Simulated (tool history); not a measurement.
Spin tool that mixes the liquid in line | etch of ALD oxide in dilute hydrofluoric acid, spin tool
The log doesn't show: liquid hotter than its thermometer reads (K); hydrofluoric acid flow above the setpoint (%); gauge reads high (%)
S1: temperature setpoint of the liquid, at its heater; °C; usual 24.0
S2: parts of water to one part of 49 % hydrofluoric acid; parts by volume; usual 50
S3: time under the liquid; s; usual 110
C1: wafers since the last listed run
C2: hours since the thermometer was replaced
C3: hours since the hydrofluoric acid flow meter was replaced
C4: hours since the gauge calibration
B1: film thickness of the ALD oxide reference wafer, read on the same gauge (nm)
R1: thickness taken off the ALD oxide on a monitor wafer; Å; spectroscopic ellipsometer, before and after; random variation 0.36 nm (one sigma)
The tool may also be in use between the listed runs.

{"run": 1, "hour": 0.0, "S1": 24.0, "S2": 50, "S3": 110, "C1": 0, "C2": 840.7, "C3": 1430.8, "C4": 969.0, "B1": 40.03, "R1": 419.7}
{"run": 2, "hour": 64.0, "S1": 24.0, "S2": 50, "S3": 110, "C1": 587, "C2": 904.7, "C3": 1494.8, "C4": 1033.0, "B1": 40.0, "R1": 421.3}
{"run": 3, "hour": 133.4, "S1": 24.0, "S2": 50, "S3": 110, "C1": 636, "C2": 974.1, "C3": 1564.2, "C4": 1102.4, "B1": 40.0, "R1": 421.2}
{"run": 4, "hour": 229.0, "S1": 24.0, "S2": 50, "S3": 110, "C1": 876, "C2": 1069.7, "C3": 1659.8, "C4": 1198.0, "B1": 39.99, "R1": 427.9}
{"run": 5, "hour": 327.6, "S1": 24.0, "S2": 50, "S3": 110, "C1": 904, "C2": 1168.3, "C3": 1758.4, "C4": 1296.6, "B1": 39.99, "R1": 427.1}
{"run": 6, "hour": 382.9, "S1": 24.0, "S2": 50, "S3": 110, "C1": 507, "C2": 1223.6, "C3": 1813.7, "C4": 1351.9, "B1": 40.01, "R1": 422.2}
{"run": 7, "hour": 480.1, "S1": 24.0, "S2": 50, "S3": 110, "C1": 891, "C2": 1320.8, "C3": 1910.9, "C4": 1449.1, "B1": 39.99, "R1": 424.6}
{"run": 8, "hour": 566.4, "S1": 24.0, "S2": 50, "S3": 110, "C1": 791, "C2": 1407.1, "C3": 1997.2, "C4": 1535.4, "B1": 40.02, "R1": 423.4}
{"run": 9, "hour": 646.7, "S1": 24.0, "S2": 55, "S3": 110, "C1": 736, "C2": 1487.4, "C3": 2077.5, "C4": 1615.7, "B1": 39.98, "R1": 383.6}
{"run": 10, "hour": 701.0, "S1": 24.0, "S2": 50, "S3": 110, "C1": 498, "C2": 1541.7, "C3": 2131.8, "C4": 1670.0, "B1": 39.96, "R1": 416.3}
{"hour": 749.6, "done": "thermometer replaced"}
{"run": 11, "hour": 802.2, "S1": 24.0, "S2": 50, "S3": 110, "C1": 919, "C2": 52.6, "C3": 2233.0, "C4": 1771.2, "B1": 39.99, "R1": 422.4}
{"run": 12, "hour": 869.5, "S1": 24.0, "S2": 35, "S3": 60, "C1": 617, "C2": 119.9, "C3": 2300.3, "C4": 1838.5, "B1": 39.98, "R1": 328.2}
{"run": 13, "hour": 964.2, "S1": 24.0, "S2": 50, "S3": 110, "C1": 868, "C2": 214.6, "C3": 2395.0, "C4": 1933.2, "B1": 40.02, "R1": 421.2}
{"hour": 965.6, "done": "gauge calibrated"}
{"run": 14, "hour": 1062.5, "S1": 19.5, "S2": 70, "S3": 50, "C1": 901, "C2": 312.9, "C3": 2493.3, "C4": 96.9, "B1": 40.02, "R1": 110.3}
{"hour": 1078.4, "done": "hydrofluoric acid flow meter replaced"}
{"run": 15, "hour": 1107.9, "S1": 26.0, "S2": 70, "S3": 65, "C1": 407, "C2": 358.3, "C3": 29.5, "C4": 142.3, "B1": 39.99, "R1": 185.9}
{"run": 16, "hour": 1153.5, "S1": 24.0, "S2": 50, "S3": 110, "C1": 418, "C2": 403.9, "C3": 75.1, "C4": 187.9, "B1": 39.99, "R1": 424.7}
{"run": 17, "hour": 1217.0, "S1": 24.0, "S2": 50, "S3": 175, "C1": 582, "C2": 467.4, "C3": 138.6, "C4": 251.4, "B1": 39.97, "R1": 668.9}
{"run": 18, "hour": 1283.5, "S1": 24.0, "S2": 50, "S3": 110, "C1": 609, "C2": 533.9, "C3": 205.1, "C4": 317.9, "B1": 39.97, "R1": 419.4}
{"run": 19, "hour": 1340.6, "S1": 24.0, "S2": 50, "S3": 110, "C1": 523, "C2": 591.0, "C3": 262.2, "C4": 375.0, "B1": 39.99, "R1": 423.8}
{"run": 20, "hour": 1417.3, "S1": 20.0, "S2": 30, "S3": 110, "C1": 703, "C2": 667.7, "C3": 338.9, "C4": 451.7, "B1": 40.04, "R1": 605.1}
{"run": 21, "hour": 1469.1, "S1": 21.0, "S2": 50, "S3": 135, "C1": 475, "C2": 719.5, "C3": 390.7, "C4": 503.5, "B1": 40.01, "R1": 457.3}
{"run": 22, "hour": 1519.2, "S1": 27.5, "S2": 70, "S3": 75, "C1": 459, "C2": 769.6, "C3": 440.8, "C4": 553.6, "B1": 40.02, "R1": 228.4}

How the hidden state differs across the entries between the runs, from the last listed run before each to the first after it:
Between runs 10 and 11: thermometer replaced (hour 749.6)
  no hidden state differs between the two runs
Between runs 13 and 14: gauge calibrated (hour 965.6)
  no hidden state differs between the two runs
Between runs 14 and 15: hydrofluoric acid flow meter replaced (hour 1078.4)
  no hidden state differs between the two runs
